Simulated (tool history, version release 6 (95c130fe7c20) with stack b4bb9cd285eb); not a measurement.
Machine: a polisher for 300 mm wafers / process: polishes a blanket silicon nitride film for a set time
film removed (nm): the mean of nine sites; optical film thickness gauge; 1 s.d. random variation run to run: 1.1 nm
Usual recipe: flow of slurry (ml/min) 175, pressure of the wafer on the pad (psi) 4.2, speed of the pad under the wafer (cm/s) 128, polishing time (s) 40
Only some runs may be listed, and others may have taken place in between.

run	hour	flow of slurry (ml/min)	pressure of the wafer on the pad (psi)	speed of the pad under the wafer (cm/s)	polishing time (s)	incoming thickness of the incoming film, nm	film removed (nm)
1	0.0	175	4.2	158	40	544.3	137.0
# hour 46.1: worn pad replaced by a new one
2	66.1	175	4.2	128	33	546.6	98.0
# hour 72.2: slurry nozzle cleaned
3	123.6	175	4.2	128	33	540.3	100.4
4	161.7	175	4.2	128	33	534.8	99.4
5	213.8	175	4.2	128	40	535.3	124.1
# hour 313.8: head pressure recalibrated
6	319.3	175	4.2	128	40	540.3	116.0
# hour 392.2: worn pad replaced by a new one
7	392.7	175	4.2	128	40	544.3	121.8
8	463.4	175	4.2	128	40	536.0	124.8
# hour 544.7: slurry nozzle cleaned
9	559.3	140	4.2	128	40	534.2	123.2
10	665.7	175	4.2	128	40	529.4	131.6
# hour 700.7: head pressure recalibrated
11	713.9	175	3.3	128	40	535.5	92.0
# hour 720.4: worn pad replaced by a new one
12	779.8	175	3.3	128	40	545.1	95.1
13	846.5	175	4.2	104	29	543.7	74.6
14	893.1	175	4.2	104	29	536.1	76.0
15	934.4	175	4.9	128	40	542.2	146.2
16	995.6	175	4.2	104	40	537.5	106.6
# hour 1030.6: slurry nozzle cleaned
# hour 1042.8: head pressure recalibrated
# hour 1093.7: worn pad replaced by a new one
17	1100.6	175	4.2	128	40	548.0	115.3
18	1180.3	205	3.6	112	47	545.9	109.3
19	1243.0	125	3.5	128	35	542.6	84.0
20	1339.2	230	4.2	128	31	540.4	98.9
# hour 1374.6: head pressure recalibrated
21	1423.1	235	4.2	158	40	540.4	144.5
22	1493.9	175	5.2	128	40	541.1	152.7
# hour 1514.1: slurry nozzle cleaned
# hour 1532.1: worn pad replaced by a new one
23	1576.0	135	2.7	86	46	529.9	65.1
24	1612.1	175	4.2	128	40	542.9	125.6
25	1670.6	175	4.2	128	35	546.8	112.3
# hour 1720.2: head pressure recalibrated
26	1731.6	175	4.2	128	40	539.8	114.8
27	1839.0	175	4.2	128	50	536.0	147.3
28	1924.7	175	4.9	168	46	548.1	208.2

What if the next run were any one of these 3? Each begins from the tool's condition after run 28:
A	1925.1	225	4.2	128	40	539.6	?
B	1925.1	215	4.2	128	40	539.6	?
C	1925.1	175	5.7	128	40	539.6	?

run	film removed (nm)
A	123.8
B	123.2
C	163.2
Stripped of hidden state, with their random variation kept, the same runs would have yielded:
run	film removed (nm)
A	117.6
B	117.0
C	155.0

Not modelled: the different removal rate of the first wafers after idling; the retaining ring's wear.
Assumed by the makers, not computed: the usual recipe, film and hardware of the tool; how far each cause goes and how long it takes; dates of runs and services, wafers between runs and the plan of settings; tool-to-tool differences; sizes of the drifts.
